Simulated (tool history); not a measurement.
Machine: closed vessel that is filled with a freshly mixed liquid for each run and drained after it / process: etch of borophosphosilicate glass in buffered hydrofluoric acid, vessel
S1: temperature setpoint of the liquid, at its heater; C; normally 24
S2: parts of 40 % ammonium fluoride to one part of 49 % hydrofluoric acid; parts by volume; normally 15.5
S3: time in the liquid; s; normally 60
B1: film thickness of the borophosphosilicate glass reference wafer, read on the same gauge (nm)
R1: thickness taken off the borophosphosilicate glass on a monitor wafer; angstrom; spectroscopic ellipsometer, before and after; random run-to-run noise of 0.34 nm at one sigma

Run 1, hour 0: usual settings; B1 129.99. Result: R1 560.5 angstrom.
Run 2, hour 23.1: usual settings; B1 130.03. Result: R1 548.4 angstrom.
Run 3, hour 36.5: usual settings; B1 130.03. Result: R1 555.5 angstrom.
Run 4, hour 45.7: usual settings; B1 130. Result: R1 551.7 angstrom.
Run 5, hour 53.2: usual settings; B1 130.05. Result: R1 549.9 angstrom.
Run 6, hour 67.9: usual settings; B1 130. Result: R1 551.4 angstrom.
Run 7, hour 81.6: usual settings; B1 130.02. Result: R1 553.2 angstrom.
Run 8, hour 98.4: usual settings but S1 21.5 C; B1 130.03. Result: R1 483.9 angstrom.
Run 9, hour 111.8: usual settings but S3 75 s; B1 129.95. Result: R1 698.2 angstrom.
Run 10, hour 119.2: usual settings but S3 75 s; B1 130.02. Result: R1 691.4 angstrom.
At hour 137.6: thermometer replaced.
At hour 142.5: gauge calibrated.
Run 11, hour 149.7: usual settings; B1 130.06. Result: R1 549.4 angstrom.
Run 12, hour 162.4: usual settings but S1 27 C; B1 129.98. Result: R1 659.8 angstrom.
Run 13, hour 178.4: usual settings but S1 27 C, S3 30 s; B1 130.03. Result: R1 325 angstrom.
At hour 194.1: hydrofluoric acid flow meter replaced.
Run 14, hour 194.6: usual settings but S2 17.5 parts by volume, S3 50 s; B1 130. Result: R1 403.4 angstrom.
Run 15, hour 206.6: usual settings but S2 19.5 parts by volume, S3 35 s; B1 129.94. Result: R1 257.6 angstrom.
Run 16, hour 219.9: usual settings; B1 130.03. Result: R1 555.6 angstrom.
Run 17, hour 230.3: usual settings; B1 129.98. Result: R1 551.5 angstrom.
Run 18, hour 244.9: usual settings; B1 130. Result: R1 552.8 angstrom.
Run 19, hour 252.3: usual settings but S1 28.5 C, S2 17 parts by volume, S3 80 s; B1 130.01. Result: R1 854.8 angstrom.
Run 20, hour 259.4: usual settings but S2 21 parts by volume; B1 129.99. Result: R1 416.7 angstrom.
Run 21, hour 266.3: usual settings but S1 28 C, S3 35 s; B1 129.96. Result: R1 397.3 angstrom.
Run 22, hour 277.7: usual settings; B1 129.97. Result: R1 550.3 angstrom.
Run 23, hour 305.3: usual settings but S3 70 s; B1 129.99. Result: R1 645.5 angstrom.

What the log doesn't show, run by run:
liquid hotter than its thermometer reads (K): 0, the same for each run
hydrofluoric acid flow below the setpoint (%): 0, the same for each run
gauge reads high (%): 0, the same for each run
